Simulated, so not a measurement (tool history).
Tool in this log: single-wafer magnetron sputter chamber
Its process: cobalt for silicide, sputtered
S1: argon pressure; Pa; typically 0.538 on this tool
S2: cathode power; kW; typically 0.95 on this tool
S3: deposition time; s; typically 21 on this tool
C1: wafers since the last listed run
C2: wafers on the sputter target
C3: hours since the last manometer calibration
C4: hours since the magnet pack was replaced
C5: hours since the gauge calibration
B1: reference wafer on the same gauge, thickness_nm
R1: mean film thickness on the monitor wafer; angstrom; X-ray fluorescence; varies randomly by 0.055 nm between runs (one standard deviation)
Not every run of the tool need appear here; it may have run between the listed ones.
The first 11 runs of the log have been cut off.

run	hour	S1	S2	S3	C1	C2	C3	C4	C5	B1	R1
12	698.9	0.538	0.95	21	798	12014	1188.5	87.4	2683.2	8.213	100.24
# hour 742.2: sputter target and shields replaced
13	806.7	0.538	0.75	21	2177	1406	1296.3	195.2	2791	8.197	78.8
14	889.2	0.538	0.95	21	1800	3206	1378.8	277.7	2873.5	8.176	100.06
15	948.3	0.538	0.95	23.7	1289	4496	1437.9	336.8	2932.6	8.174	113.78
16	1003.6	0.538	0.95	21	1206	5702	1493.2	392.1	2987.9	8.175	100.42
17	1085.5	0.734	1.15	17.1	1786	7489	1575.1	474	3069.8	8.169	93.72
18	1186.8	0.668	0.75	21	2210	9700	1676.4	575.3	3171.1	8.174	76.79
19	1268.9	0.668	0.75	21	1791	11491	1758.5	657.4	3253.2	8.159	77.07
20	1370.3	0.538	1.15	16.9	2212	13703	1859.9	758.8	3354.6	8.18	97.77
# hour 1391.5: sputter target and shields replaced
21	1448.3	0.473	0.95	21	1527	1239	1937.9	836.8	3432.6	8.174	101.36
22	1545.3	0.538	0.95	21	2116	3355	2034.9	933.8	3529.6	8.171	100.49
# hour 1595.7: gauge calibrated
23	1632.5	0.538	0.95	21	1902	5258	2122.1	1021	36.8	8.62	105.34
24	1711.6	0.538	0.95	21	1725	6984	2201.2	1100.1	115.9	8.61	105.5
# hour 1725.7: capacitance manometer re-zeroed and calibrated
25	1814.1	0.458	1.05	25.2	2061	9046	88.4	1202.6	218.4	8.564	141.36
26	1861.2	0.483	0.85	22.8	1027	10073	135.5	1249.7	265.5	8.552	102.9
27	1961.6	0.484	1.05	21	2190	12264	235.9	1350.1	365.9	8.521	116.38
28	2022.3	0.538	0.95	18.7	1324	13589	296.6	1410.8	426.6	8.487	93.2
29	2063.6	0.538	0.95	22.5	901	14490	337.9	1452.1	467.9	8.47	110.7
# hour 2082: sputter target and shields replaced
30	2151	0.538	1.1	23.5	1732	1505	425.3	1539.5	555.3	8.458	132.87
31	2246.4	0.538	0.95	21	2081	3587	520.7	1634.9	650.7	8.436	102.43
32	2338.6	0.538	0.95	21	2011	5599	612.9	1727.1	742.9	8.41	102.67
33	2393.3	0.413	0.85	18.1	1193	6792	667.6	1781.8	797.6	8.404	80.9
34	2438.6	0.466	0.95	23.5	988	7781	712.9	1827.1	842.9	8.377	115.69

Consider 5 possible next runs. They are alternatives, not a sequence: every one starts from the tool as it was left by run 34. What does each give?
A	2439	0.693	0.95	21	8	7789	713.3	1827.5	843.3	?	?
B	2439	0.538	0.8	24.6	8	7789	713.3	1827.5	843.3	?	?
C	2439	0.538	1	24.1	8	7789	713.3	1827.5	843.3	?	?
D	2439	0.657	1.05	18.7	8	7789	713.3	1827.5	843.3	?	?
E	2439	0.643	1.15	21	8	7789	713.3	1827.5	843.3	?	?

run	B1	R1
A	8.378	99.68
B	8.378	101.45
C	8.378	124.23
D	8.378	98.81
E	8.378	121.88
Stripped of hidden state, with their random variation kept, the same runs would have yielded:
run	R1
A	103.47
B	105.31
C	128.96
D	102.58
E	126.52

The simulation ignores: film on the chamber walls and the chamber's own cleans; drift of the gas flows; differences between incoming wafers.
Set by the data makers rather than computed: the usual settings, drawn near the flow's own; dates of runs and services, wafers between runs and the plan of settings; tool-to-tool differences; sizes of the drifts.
